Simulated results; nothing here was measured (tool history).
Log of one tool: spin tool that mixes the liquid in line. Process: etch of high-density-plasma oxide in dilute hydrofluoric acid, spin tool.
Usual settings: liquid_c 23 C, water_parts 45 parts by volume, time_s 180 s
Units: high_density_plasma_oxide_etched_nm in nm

run    hour  liquid_c  water_parts  time_s  read-back film thickness of the high-density-plasma oxide reference wafer, read on the same gauge (nm)  high_density_plasma_oxide_etched_nm
  1     0.0        23           45     180                                                                                                  112.73                                29.95
  2    99.5        23           45     180                                                                                                  113.13                                29.98
      120.2  -- hydrofluoric acid flow meter replaced
  3   187.3        23           45     115                                                                                                  113.55                                19.43
  4   242.4        25           35     180                                                                                                  113.78                                42.99
  5   327.8        25           35     180                                                                                                  114.22                                43.93
  6   374.0        27           45     180                                                                                                  114.44                                35.84
      414.1  -- thermometer replaced
  7   431.6        27           45     180                                                                                                  114.75                                36.17
  8   513.0        27           45     180                                                                                                  115.19                                36.47
  9   605.2        23           45     180                                                                                                  115.75                                30.81
 10   681.1        20           45     265                                                                                                  116.16                                40.29
      939.0  -- gauge calibrated
 11   943.0        20           45     265                                                                                                  110.68                                38.69
 12  1044.6        20           45     265                                                                                                  110.72                                38.36
 13  1085.1        23           30      85                                                                                                  110.69                                21.28
 14  1173.2        27           55      75                                                                                                  110.80                                11.81
 15  1245.3        27           45     180                                                                                                  110.85                                35.25
     1278.2  -- hydrofluoric acid flow meter replaced
     1292.9  -- thermometer replaced
 16  1351.3        19           60     180                                                                                                  110.94                                18.45
 17  1446.1        19           25     100                                                                                                  111.10                                25.93
 18  1487.3        26           65     275                                                                                                  111.19                                34.90
 19  1565.1        26           65     275                                                                                                  111.30                                35.05
 20  1714.2        23           60     220                                                                                                  111.64                                26.88

The next listed run, before its measurement:
 21  1772.1        23           45     285                                                                                                       ?                                    ?

read-back film thickness of the high-density-plasma oxide reference wafer, read on the same gauge (nm): 111.78
high_density_plasma_oxide_etched_nm: 47.27 nm
Without the tool's hidden state the same run would have given high_density_plasma_oxide_etched_nm 46.51 nm.
